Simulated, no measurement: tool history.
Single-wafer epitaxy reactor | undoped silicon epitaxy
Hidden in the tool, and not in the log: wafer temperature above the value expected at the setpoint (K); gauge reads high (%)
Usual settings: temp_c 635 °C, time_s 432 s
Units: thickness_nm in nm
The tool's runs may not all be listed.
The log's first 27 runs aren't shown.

run	day	temp_c	time_s	wafers since the last listed run	hours since the last pyrometer calibration	hours since the gauge calibration	read-back reference wafer on the same gauge, thickness_nm	thickness_nm
28	52.729	639	507	174	1005.8	469.8	66.866	69.223
29	54.858	635	432	232	1056.9	520.9	66.742	54.049
30	57.5	635	371	287	1120.3	584.3	66.809	45.975
# day 57.933: pyrometer calibrated
31	59.762	635	432	210	43.9	638.6	66.751	56.062
32	61.258	627	461	163	79.8	674.5	66.778	50.062
33	68.079	622	475	743	243.5	838.2	66.68	45.518
34	75.925	647	398	855	431.8	1026.5	66.929	66.719
35	77.988	626	360	224	481.3	1076	66.831	37.669

3 ways to go on from here, each from the tool as it stands after run 35. What would each give?
A	78.008	625	432	2	481.8	1076.5	?	?
B	78.008	625	369	2	481.8	1076.5	?	?
C	78.008	630	512	2	481.8	1076.5	?	?

run	read-back reference wafer on the same gauge, thickness_nm	thickness_nm
A	66.949	43.804
B	66.949	37.416
C	66.949	58.26
Without the tool's hidden state the same runs would have given:
run	thickness_nm
A	44.654
B	38.142
C	59.378
